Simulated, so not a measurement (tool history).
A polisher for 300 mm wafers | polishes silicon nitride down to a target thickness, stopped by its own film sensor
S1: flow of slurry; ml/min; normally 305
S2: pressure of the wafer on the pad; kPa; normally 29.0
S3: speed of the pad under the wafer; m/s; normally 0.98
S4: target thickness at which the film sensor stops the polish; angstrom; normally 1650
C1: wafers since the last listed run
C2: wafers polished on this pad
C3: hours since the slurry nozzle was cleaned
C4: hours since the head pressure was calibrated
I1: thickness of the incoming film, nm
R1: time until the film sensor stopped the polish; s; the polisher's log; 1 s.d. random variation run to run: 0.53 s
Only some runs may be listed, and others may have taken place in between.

run	hour	S1	S2	S3	S4	C1	C2	C3	C4	I1	R1
1	0.0	305	29.0	0.98	1650	0	639	235.5	389.2	294.8	55.6
2	64.8	305	29.0	0.98	1650	792	1432	300.3	454.0	298.4	59.0
3	99.6	305	29.0	0.98	1650	425	1857	335.1	488.8	298.7	60.0
# hour 103.6: slurry nozzle cleaned
4	125.3	305	29.0	0.98	1490	302	2159	21.7	514.5	297.4	66.3
# hour 150.3: worn pad replaced by a new one
5	190.7	305	29.0	0.98	1490	750	493	87.1	579.9	299.5	64.4
6	247.3	305	29.0	0.98	1490	692	1185	143.7	636.5	300.8	66.6
# hour 308.5: head pressure recalibrated
7	309.0	380	29.0	0.98	1650	730	1915	205.4	0.5	304.0	61.0
# hour 325.0: worn pad replaced by a new one
8	357.8	380	29.0	0.98	1650	547	401	254.2	49.3	297.3	55.7
9	400.1	395	29.0	0.98	1650	517	918	296.5	91.6	301.5	59.6
# hour 427.5: slurry nozzle cleaned
10	462.0	305	29.0	0.98	1650	744	1663	34.5	153.5	301.4	62.2
11	487.8	355	33.8	0.80	1980	315	1979	60.3	179.3	299.3	44.9
# hour 537.2: worn pad replaced by a new one, of another model than before
12	539.5	305	29.0	1.22	1500	583	27	112.0	231.0	298.0	51.5
13	579.4	305	29.0	1.32	1650	487	515	151.9	270.9	299.5	45.9
# hour 754.4: worn pad replaced by a new one
14	771.5	305	29.0	0.98	1490	2300	209	344.0	463.0	298.8	62.9
# hour 780.4: slurry nozzle cleaned
# hour 925.4: worn pad replaced by a new one
15	964.0	305	29.0	0.98	1650	2292	471	183.6	655.5	301.6	57.9
# hour 1004.6: head pressure recalibrated
16	1005.1	405	24.1	1.12	1480	478	949	224.7	0.5	299.6	63.7

How would selected steps in R1 from run to run divide? Give the signed amount a tool lacking its hidden state would still show from settings, what came in and random variation, and the signed amount left for the hidden state, including any gauge scatter that is not in both of the compared results.
Unlogged tool condition in this case: removal rate lost through wear of the pad, %; slurry flow missing at the pad, %; deviation of the head's pressure from its setpoint, %.
Run 10 -> 11: S1 305 -> 355, S2 29.0 -> 33.8, S3 0.98 -> 0.80, S4 1650 -> 1980. R1 -17.3 s: hidden state -1.3, all else -16.0.
Run 11 -> 12: S1 355 -> 305, S2 33.8 -> 29.0, S3 0.80 -> 1.22, S4 1980 -> 1500, worn pad replaced by a new one, of another model than before. R1 +6.6 s: hidden state -3.7, all else +10.3.

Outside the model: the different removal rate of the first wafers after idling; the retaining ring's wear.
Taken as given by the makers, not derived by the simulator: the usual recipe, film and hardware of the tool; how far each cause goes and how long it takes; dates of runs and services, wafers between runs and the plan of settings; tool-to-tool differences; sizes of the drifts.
